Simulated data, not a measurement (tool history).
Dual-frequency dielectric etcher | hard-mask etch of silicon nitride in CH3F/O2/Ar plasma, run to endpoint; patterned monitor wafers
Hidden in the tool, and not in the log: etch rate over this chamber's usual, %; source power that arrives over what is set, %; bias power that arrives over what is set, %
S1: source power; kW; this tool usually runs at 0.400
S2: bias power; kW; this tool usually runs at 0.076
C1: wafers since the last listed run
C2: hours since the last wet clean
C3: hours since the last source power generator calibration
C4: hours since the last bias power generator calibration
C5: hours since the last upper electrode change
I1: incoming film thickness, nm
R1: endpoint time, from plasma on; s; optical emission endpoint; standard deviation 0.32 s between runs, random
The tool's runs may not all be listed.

run	hour	S1	S2	C1	C2	C3	C4	C5	I1	R1
1	0.0	0.400	0.076	0	372.1	4942.7	2816.2	2932.6	44.45	59.6
2	11.7	0.400	0.076	85	383.8	4954.4	2827.9	2944.3	44.16	59.2
3	19.5	0.400	0.076	57	391.6	4962.2	2835.7	2952.1	45.00	60.6
4	35.4	0.400	0.086	116	407.5	4978.1	2851.6	2968.0	44.33	57.5
5	42.1	0.400	0.086	49	414.2	4984.8	2858.3	2974.7	44.80	57.5
6	54.8	0.400	0.086	93	426.9	4997.5	2871.0	2987.4	44.22	56.8
7	71.0	0.470	0.086	118	443.1	5013.7	2887.2	3003.6	44.15	53.4
8	77.6	0.470	0.086	48	449.7	5020.3	2893.8	3010.2	44.83	54.6
9	112.6	0.470	0.086	256	484.7	5055.3	2928.8	3045.2	44.57	54.4
# hour 117.0: bias power generator calibrated
10	123.7	0.400	0.076	52	495.8	5066.4	6.7	3056.3	44.57	59.6
# hour 127.7: source power generator calibrated
11	134.4	0.400	0.076	49	506.5	6.7	17.4	3067.0	43.74	57.3
12	142.6	0.400	0.076	60	514.7	14.9	25.6	3075.2	44.34	59.0
13	157.4	0.400	0.076	108	529.5	29.7	40.4	3090.0	44.76	59.3
14	166.4	0.400	0.076	65	538.5	38.7	49.4	3099.0	44.43	58.7
# hour 191.3: wet clean of the chamber
# hour 209.4: upper electrode replaced
15	209.9	0.400	0.076	10	18.6	82.2	92.9	0.5	44.19	61.2
16	210.2	0.340	0.082	2	18.9	82.5	93.2	0.8	44.14	63.7
17	210.5	0.400	0.076	2	19.2	82.8	93.5	1.1	44.10	60.6
18	210.9	0.430	0.083	2	19.6	83.2	93.9	1.5	44.71	58.5
19	221.8	0.350	0.068	79	30.5	94.1	104.8	12.4	44.33	66.3
20	234.0	0.400	0.076	89	42.7	106.3	117.0	24.6	44.62	62.0
21	247.5	0.400	0.076	98	56.2	119.8	130.5	38.1	44.38	61.1
22	255.7	0.400	0.063	60	64.4	128.0	138.7	46.3	44.34	64.5
23	265.7	0.400	0.076	73	74.4	138.0	148.7	56.3	44.83	61.7
24	311.6	0.400	0.076	336	120.3	183.9	194.6	102.2	44.74	60.9
25	322.6	0.340	0.084	80	131.3	194.9	205.6	113.2	44.28	62.8
26	330.0	0.400	0.067	54	138.7	202.3	213.0	120.6	45.10	63.9
27	344.8	0.330	0.083	108	153.5	217.1	227.8	135.4	43.96	62.9
28	361.4	0.360	0.068	121	170.1	233.7	244.4	152.0	45.24	66.3
29	378.7	0.400	0.064	126	187.4	251.0	261.7	169.3	44.30	62.2

Branching from run 29: 3 alternative next runs. What would each branch give?
A	379.1	0.400	0.076	2	187.8	251.4	262.1	169.7	44.13	?
B	379.1	0.460	0.059	2	187.8	251.4	262.1	169.7	44.13	?
C	379.1	0.460	0.093	2	187.8	251.4	262.1	169.7	44.13	?

run	R1
A	60.0
B	60.7
C	53.8
With the hidden condition removed and each run's random variation left untouched, the same runs would have given:
run	R1
A	61.1
B	61.8
C	54.8
